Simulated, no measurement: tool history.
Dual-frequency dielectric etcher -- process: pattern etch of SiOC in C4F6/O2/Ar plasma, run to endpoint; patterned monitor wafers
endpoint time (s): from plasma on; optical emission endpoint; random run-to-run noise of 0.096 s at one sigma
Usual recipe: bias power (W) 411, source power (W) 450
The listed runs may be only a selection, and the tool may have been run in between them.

run	hour	bias power (W)	source power (W)	incoming incoming film thickness, nm	endpoint time (s)
1	0	411	450	40.18	13.6
2	10.8	411	450	40.07	13.6
3	26.6	411	450	39.85	13.5
4	32.9	411	450	40.04	13.5
5	41.5	411	450	40.03	13.5
6	53	411	370	39.94	15.1
# hour 58.9: source power generator calibrated
7	63.1	411	380	40.47	14.7
8	76.2	411	380	40.16	14.9
# hour 100.4: wet clean of the chamber
9	100.9	481	450	40.6	12.9
10	104	372	380	40.02	15.5
11	115.3	372	380	39.63	15.2
12	122.5	488	420	39.79	12.9
13	134.2	367	370	40.36	15.8
14	142.5	313	500	40.04	14.2
15	157.7	331	500	40.48	13.9
# hour 162.3: bias power generator calibrated
16	172.4	505	360	39.79	14
17	179.6	448	530	39.87	11.9
18	188.1	358	450	39.67	14.2
19	195.7	411	450	40.06	13.4
20	207.9	479	510	39.88	12
21	221.3	331	500	39.81	13.7
# hour 252.8: upper electrode replaced
22	253.3	308	500	39.78	14.1
23	253.6	411	450	40.19	13.5
24	260.2	385	530	40.07	12.7
25	268.3	411	490	40.2	13
26	276.8	465	350	40.14	14.8
27	286.6	411	450	40.19	13.6
28	294	378	410	39.99	14.7
29	304.6	343	380	40.16	15.8
30	315.2	360	380	39.62	15.4
31	329.1	380	560	39.94	12.4
32	346	339	530	39.68	13.2
33	363.1	448	530	40.08	11.9
34	376.9	411	380	40.23	15
35	394.1	313	520	40.14	14.1

Below are 5 alternative next runs, each starting from the tool's condition after run 35. Predict each:
A	394.5	492	450	39.97	?
B	394.5	351	410	39.97	?
C	394.5	339	500	39.97	?
D	394.5	381	450	39.97	?
E	394.5	353	390	39.97	?

run	endpoint time (s)
A	12.7
B	15.3
C	13.9
D	14
E	15.7
The same runs, with their run-to-run variation unchanged, on a tool lacking any hidden condition would have given:
run	endpoint time (s)
A	12.7
B	15.3
C	13.9
D	14
E	15.7

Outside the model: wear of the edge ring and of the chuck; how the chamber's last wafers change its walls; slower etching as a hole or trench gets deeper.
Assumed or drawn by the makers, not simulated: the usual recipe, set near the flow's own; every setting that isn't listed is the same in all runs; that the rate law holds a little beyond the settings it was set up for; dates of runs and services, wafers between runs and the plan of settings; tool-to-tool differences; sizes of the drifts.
